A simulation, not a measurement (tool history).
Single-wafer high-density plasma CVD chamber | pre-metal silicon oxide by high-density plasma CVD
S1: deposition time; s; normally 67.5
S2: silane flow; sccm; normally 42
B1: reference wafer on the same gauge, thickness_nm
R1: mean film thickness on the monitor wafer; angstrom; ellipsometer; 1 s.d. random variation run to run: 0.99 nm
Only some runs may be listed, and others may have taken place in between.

run    hour    S1  S2       B1       R1
  1     0.0  67.5  42  229.133  2678.48
  2    76.4  67.5  42  229.122  2705.36
  3   183.8  67.5  42  229.019  2678.97
  4   271.7  64.6  42  229.470  2551.21
  5   349.5  64.6  42  229.244  2567.96
  6   457.5  67.5  42  228.776  2645.93
  7   513.6  67.5  49  229.180  3103.15
  8   584.3  67.5  47  228.872  2991.71
  9   673.1  67.5  47  229.039  2982.17
 10   774.7  67.5  42  229.038  2661.20
 11   814.2  67.5  42  228.902  2647.99
 12   893.0  67.5  42  229.116  2648.55
 13   964.2  67.5  42  229.286  2633.70
 14  1211.3  67.5  42  228.838  2644.19
     1266.5  -- gauge calibrated
 15  1289.1  67.5  42  229.222  2617.88
 16  1343.0  67.5  42  228.836  2605.24
 17  1448.7  67.5  42  228.967  2600.00
 18  1509.9  76.8  39  229.089  2767.72
 19  1603.6  76.8  39  229.138  2750.18
 20  1659.0  67.5  42  229.168  2588.55
 21  1722.1  67.5  42  229.077  2581.26
 22  1777.5  67.5  42  229.026  2578.28
     1789.1  -- silane flow controller replaced
 23  2064.5  59.8  39  229.156  2252.90
 24  2131.0  67.5  42  228.801  2722.72
 25  2232.3  67.5  42  228.700  2730.19
 26  2337.0  63.5  38  228.858  2307.74
 27  2390.9  61.0  40  229.094  2339.05
 28  2486.0  54.6  37  229.038  1925.23
 29  2790.9  73.4  42  228.738  2953.51
 30  2871.7  79.7  47  229.027  3565.55
 31  2932.5  79.7  44  228.973  3356.98
 32  2973.9  67.5  42  228.646  2706.56
 33  3039.8  59.3  47  228.934  2652.25
 34  3214.3  67.5  44  228.792  2838.65
 35  3315.5  67.5  42  228.866  2697.09
 36  3407.3  59.6  45  228.833  2538.47
 37  3500.5  57.0  36  228.985  1949.83
 38  3563.1  75.4  42  229.272  2985.90
 39  3602.0  75.5  50  229.137  3570.10
 40  3651.7  54.2  42  228.859  2132.12
 41  3758.7  74.3  35  229.086  2447.97
 42  3810.0  67.5  42  229.070  2661.79
 43  3915.8  59.3  47  229.011  2625.13

What does the tool deliver on the next run?
 44  3996.7  58.7  35   ?   ?

{"run 44": {"B1": 228.896, "R1": 1930.74}}
If the tool had no hidden condition, the same run with the same run-to-run variation would have returned R1 1959.03 angstrom.
